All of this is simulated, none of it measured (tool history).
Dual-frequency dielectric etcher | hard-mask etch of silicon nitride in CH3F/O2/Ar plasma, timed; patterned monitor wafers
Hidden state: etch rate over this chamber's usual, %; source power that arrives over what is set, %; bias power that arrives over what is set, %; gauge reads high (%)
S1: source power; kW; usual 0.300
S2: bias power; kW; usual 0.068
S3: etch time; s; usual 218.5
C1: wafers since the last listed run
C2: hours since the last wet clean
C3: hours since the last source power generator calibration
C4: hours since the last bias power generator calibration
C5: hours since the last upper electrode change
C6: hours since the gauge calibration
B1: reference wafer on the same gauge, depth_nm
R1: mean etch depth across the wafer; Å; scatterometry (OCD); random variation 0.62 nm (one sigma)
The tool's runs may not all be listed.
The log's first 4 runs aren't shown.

run 5 day=9.983 | S1=0.300 S2=0.068 S3=218.5 | C1=309 C2=447.8 C3=2185.7 C4=1585.2 C5=2178.5 C6=938.2 | B1=118.8 | R1=1384
run 6 day=11.267 | S1=0.250 S2=0.081 S3=218.5 | C1=141 C2=478.6 C3=2216.5 C4=1616.0 C5=2209.3 C6=969.0 | B1=118.8 | R1=1351
run 7 day=13.021 | S1=0.300 S2=0.068 S3=199.5 | C1=193 C2=520.7 C3=2258.6 C4=1658.1 C5=2251.4 C6=1011.1 | B1=119.0 | R1=1255
run 8 day=14.175 | S1=0.300 S2=0.068 S3=218.5 | C1=127 C2=548.4 C3=2286.3 C4=1685.8 C5=2279.1 C6=1038.8 | B1=119.2 | R1=1382
run 9 day=17.058 | S1=0.300 S2=0.068 S3=218.5 | C1=317 C2=617.6 C3=2355.5 C4=1755.0 C5=2348.3 C6=1108.0 | B1=119.0 | R1=1389
-- day=18.533 wet clean of the chamber
run 10 day=19.833 | S1=0.300 S2=0.068 S3=218.5 | C1=195 C2=31.2 C3=2422.1 C4=1821.6 C5=2414.9 C6=1174.6 | B1=119.2 | R1=1368
run 11 day=21.392 | S1=0.300 S2=0.068 S3=218.5 | C1=171 C2=68.6 C3=2459.5 C4=1859.0 C5=2452.3 C6=1212.0 | B1=119.1 | R1=1360
-- day=21.583 gauge calibrated
run 12 day=23.442 | S1=0.300 S2=0.068 S3=218.5 | C1=225 C2=117.8 C3=2508.7 C4=1908.2 C5=2501.5 C6=44.6 | B1=118.8 | R1=1361
run 13 day=25.912 | S1=0.300 S2=0.068 S3=260.5 | C1=271 C2=177.1 C3=2568.0 C4=1967.5 C5=2560.8 C6=103.9 | B1=119.2 | R1=1632
-- day=26.796 bias power generator calibrated
run 14 day=27.375 | S1=0.300 S2=0.068 S3=218.5 | C1=142 C2=212.2 C3=2603.1 C4=13.9 C5=2595.9 C6=139.0 | B1=118.8 | R1=1364
run 15 day=28.971 | S1=0.300 S2=0.068 S3=218.5 | C1=175 C2=250.5 C3=2641.4 C4=52.2 C5=2634.2 C6=177.3 | B1=119.1 | R1=1361

Forecast run 16:
run 16 day=30.550 | S1=0.300 S2=0.068 S3=187.5 | C1=173 C2=288.4 C3=2679.3 C4=90.1 C5=2672.1 C6=215.2 | B1=? | R1=?

Run 16 gave B1 119.0, R1 1175 Å.
Without the tool's hidden state the same run would have given R1 1165 Å.

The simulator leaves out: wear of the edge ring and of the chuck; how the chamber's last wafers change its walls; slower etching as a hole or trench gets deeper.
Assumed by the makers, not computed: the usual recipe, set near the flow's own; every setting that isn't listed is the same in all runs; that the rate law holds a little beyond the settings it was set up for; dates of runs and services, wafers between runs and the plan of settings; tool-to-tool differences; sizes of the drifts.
